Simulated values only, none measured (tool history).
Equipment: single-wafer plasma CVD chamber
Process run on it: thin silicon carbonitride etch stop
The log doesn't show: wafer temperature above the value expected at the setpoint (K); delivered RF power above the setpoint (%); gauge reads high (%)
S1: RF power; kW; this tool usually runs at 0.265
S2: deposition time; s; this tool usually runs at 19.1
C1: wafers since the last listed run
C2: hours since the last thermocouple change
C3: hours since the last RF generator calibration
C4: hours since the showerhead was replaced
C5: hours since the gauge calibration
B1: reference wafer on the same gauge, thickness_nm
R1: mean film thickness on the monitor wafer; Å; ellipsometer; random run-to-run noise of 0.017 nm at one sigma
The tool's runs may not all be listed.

run    day     S1    S2   C1      C2      C3      C4     C5      B1      R1
  1  0.000  0.265  18.1    0  2399.7  1354.3  4668.1  120.6  13.563  109.88
  2  0.462  0.265  18.1  144  2410.8  1365.4  4679.2  131.7  13.566  109.82
  3  1.179  0.265  19.1  224  2428.0  1382.6  4696.4  148.9  13.566  115.61
  4  1.650  0.265  19.1  147  2439.3  1393.9  4707.7  160.2  13.580  115.91
  5  2.050  0.265  19.1  125  2448.9  1403.5  4717.3  169.8  13.590  115.71
  6  2.650  0.265  16.7  187  2463.3  1417.9  4731.7  184.2  13.590  101.30
     3.604  -- RF generator calibrated
  7  4.479  0.250  16.1  467  2507.2    21.0  4775.6  228.1  13.616   96.57
  8  4.754  0.250  16.1   85  2513.8    27.6  4782.2  234.7  13.620   96.55
  9  5.017  0.265  18.1   82  2520.1    33.9  4788.5  241.0  13.624  109.82
     5.104  -- gauge calibrated
     5.679  -- showerhead replaced
 10  5.700  0.310  22.7  109  2536.5    50.3     0.5   14.3  13.521  142.82

Run 11, settings as shown, results not yet in. Your forecast:
     6.204  -- thermocouple changed; heater temperature recalibrated
 11  6.250  0.305  21.8  67  1.1  63.5  13.7  27.5   ?   ?

B1: 13.518
R1: 136.28 Å
The same run, on a tool lacking any hidden state, would have yielded R1 136.07 Å.
